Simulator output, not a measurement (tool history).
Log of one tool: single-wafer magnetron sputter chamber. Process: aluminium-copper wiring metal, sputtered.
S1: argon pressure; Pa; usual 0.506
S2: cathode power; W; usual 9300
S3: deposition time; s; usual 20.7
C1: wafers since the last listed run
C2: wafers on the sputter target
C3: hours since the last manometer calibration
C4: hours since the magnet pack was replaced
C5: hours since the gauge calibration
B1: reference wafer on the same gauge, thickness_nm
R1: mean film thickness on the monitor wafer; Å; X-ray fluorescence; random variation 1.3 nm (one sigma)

| run | hour | S1 | S2 | S3 | C1 | C2 | C3 | C4 | C5 | B1 | R1 |
|---|---|---|---|---|---|---|---|---|---|---|---|
| 1 | 0 | 0.506 | 9300 | 23.5 | 0 | 3176 | 2158.1 | 11972.4 | 395.1 | 359.9 | 3743.88 |
| 2 | 16 | 0.506 | 9300 | 18.3 | 357 | 3534 | 2174.1 | 11988.4 | 411.1 | 359.357 | 2895.78 |
| 3 | 30 | 0.506 | 9300 | 18.3 | 312 | 3847 | 2188.1 | 12002.4 | 425.1 | 360.024 | 2890.47 |
| 4 | 40.4 | 0.506 | 9300 | 20.7 | 232 | 4079 | 2198.5 | 12012.8 | 435.5 | 360.028 | 3276.65 |
| 5 | 56.3 | 0.506 | 9300 | 20.7 | 355 | 4434 | 2214.4 | 12028.7 | 451.4 | 360.381 | 3289.5 |
| 6 | 67.2 | 0.506 | 8000 | 20.7 | 243 | 4678 | 2225.3 | 12039.6 | 462.3 | 360.387 | 2809.23 |
| 7 | 80.6 | 0.506 | 8000 | 20.7 | 299 | 4977 | 2238.7 | 12053 | 475.7 | 360.107 | 2796.14 |
|  | 100.9 | sputter target and shields replaced |
| 8 | 101.4 | 0.506 | 9300 | 20.7 | 286 | 11 | 2259.5 | 12073.8 | 496.5 | 359.674 | 3325.77 |
| 9 | 107.6 | 0.506 | 9300 | 20.7 | 138 | 150 | 2265.7 | 12080 | 502.7 | 360.395 | 3315.11 |
| 10 | 122.2 | 0.506 | 8250 | 22.5 | 326 | 476 | 2280.3 | 12094.6 | 517.3 | 359.8 | 3211.47 |
| 11 | 138.2 | 0.506 | 8250 | 22.5 | 357 | 833 | 2296.3 | 12110.6 | 533.3 | 359.706 | 3223.88 |
| 12 | 145.6 | 0.506 | 8250 | 22.5 | 165 | 999 | 2303.7 | 12118 | 540.7 | 360.303 | 3204.32 |
| 13 | 162.8 | 0.506 | 9300 | 20.7 | 384 | 1383 | 2320.9 | 12135.2 | 557.9 | 360.46 | 3290.45 |
| 14 | 168.9 | 0.439 | 10800 | 18 | 136 | 1519 | 2327 | 12141.3 | 564 | 359.832 | 3476.49 |
| 15 | 183.1 | 0.506 | 9300 | 18.3 | 317 | 1837 | 2341.2 | 12155.5 | 578.2 | 360.101 | 2910.26 |
|  | 224.3 | gauge calibrated |
| 16 | 231.8 | 0.506 | 7400 | 17.2 | 1088 | 2925 | 2389.9 | 12204.2 | 7.5 | 360.217 | 2171.12 |
|  | 242.1 | magnet pack replaced |
| 17 | 249.4 | 0.506 | 9300 | 20.7 | 214 | 3139 | 2407.5 | 7.3 | 25.1 | 360.494 | 3298.77 |
| 18 | 264 | 0.684 | 9300 | 20.7 | 326 | 3466 | 2422.1 | 21.9 | 39.7 | 360.515 | 3010.24 |
|  | 285.9 | capacitance manometer re-zeroed and calibrated |
| 19 | 286.4 | 0.506 | 9300 | 20.7 | 321 | 3788 | 0.5 | 44.3 | 62.1 | 360.415 | 3258.01 |
| 20 | 287.8 | 0.612 | 7650 | 18.6 | 31 | 3819 | 1.9 | 45.7 | 63.5 | 359.99 | 2296.84 |
| 21 | 294.2 | 0.61 | 11050 | 20.7 | 143 | 3962 | 8.3 | 52.1 | 69.9 | 359.958 | 3702.19 |
| 22 | 311.7 | 0.596 | 7300 | 18.9 | 391 | 4353 | 25.8 | 69.6 | 87.4 | 360.247 | 2233.23 |
| 23 | 320.1 | 0.695 | 10100 | 18.1 | 187 | 4541 | 34.2 | 78 | 95.8 | 360.606 | 2825.27 |
|  | 337.3 | sputter target and shields replaced |
| 24 | 337.8 | 0.506 | 9300 | 20.7 | 216 | 10 | 51.9 | 95.7 | 113.5 | 360.272 | 3355.5 |
| 25 | 340.8 | 0.622 | 8450 | 21.8 | 67 | 77 | 54.9 | 98.7 | 116.5 | 359.89 | 2984.78 |
| 26 | 348.8 | 0.506 | 8450 | 23.5 | 178 | 256 | 62.9 | 106.7 | 124.5 | 359.916 | 3429.58 |
| 27 | 363.2 | 0.627 | 11150 | 18.8 | 321 | 578 | 77.3 | 121.1 | 138.9 | 360.417 | 3412.62 |
| 28 | 370.5 | 0.506 | 9300 | 20.7 | 163 | 741 | 84.6 | 128.4 | 146.2 | 360.188 | 3325.95 |
| 29 | 381.2 | 0.506 | 9300 | 20.7 | 239 | 980 | 95.3 | 139.1 | 156.9 | 359.893 | 3315.71 |
| 30 | 389.3 | 0.606 | 8100 | 24.1 | 180 | 1161 | 103.4 | 147.2 | 165 | 359.907 | 3225.1 |
| 31 | 400.5 | 0.506 | 7050 | 17.5 | 250 | 1411 | 114.6 | 158.4 | 176.2 | 360.02 | 2132.57 |
| 32 | 407.3 | 0.626 | 10400 | 22.6 | 151 | 1563 | 121.4 | 165.2 | 183 | 360.007 | 3816.71 |
| 33 | 417.7 | 0.447 | 9300 | 20.7 | 232 | 1796 | 131.8 | 175.6 | 193.4 | 359.782 | 3417.14 |
| 34 | 432.7 | 0.393 | 11600 | 20.7 | 335 | 2131 | 146.8 | 190.6 | 208.4 | 359.814 | 4324.59 |
| 35 | 440.5 | 0.506 | 9300 | 19.1 | 174 | 2305 | 154.6 | 198.4 | 216.2 | 359.727 | 3051.29 |

The same runs without the tool's hidden state, with the same run-to-run variation:
The hidden state here: deposition rate above that of a new target (%); true argon pressure above the setpoint (%); gauge reads high (%).
| run | R1 |
|---|---|
| 1 | 3787.51 |
| 2 | 2933.1 |
| 3 | 2930.86 |
| 4 | 3325.08 |
| 5 | 3342.18 |
| 6 | 2856.61 |
| 7 | 2846.22 |
| 8 | 3338.14 |
| 9 | 3329 |
| 10 | 3228.5 |
| 11 | 3244.91 |
| 12 | 3227.03 |
| 13 | 3318.1 |
| 14 | 3507.33 |
| 15 | 2939.25 |
| 16 | 2200.9 |
| 17 | 3348.53 |
| 18 | 3059.06 |
| 19 | 3316.54 |
| 20 | 2338.36 |
| 21 | 3770.96 |
| 22 | 2277.77 |
| 23 | 2883.48 |
| 24 | 3361.32 |
| 25 | 2990.63 |
| 26 | 3438.39 |
| 27 | 3425.11 |
| 28 | 3339.97 |
| 29 | 3332.38 |
| 30 | 3243.3 |
| 31 | 2146.43 |
| 32 | 3843.5 |
| 33 | 3443.85 |
| 34 | 4363.35 |
| 35 | 3080.47 |
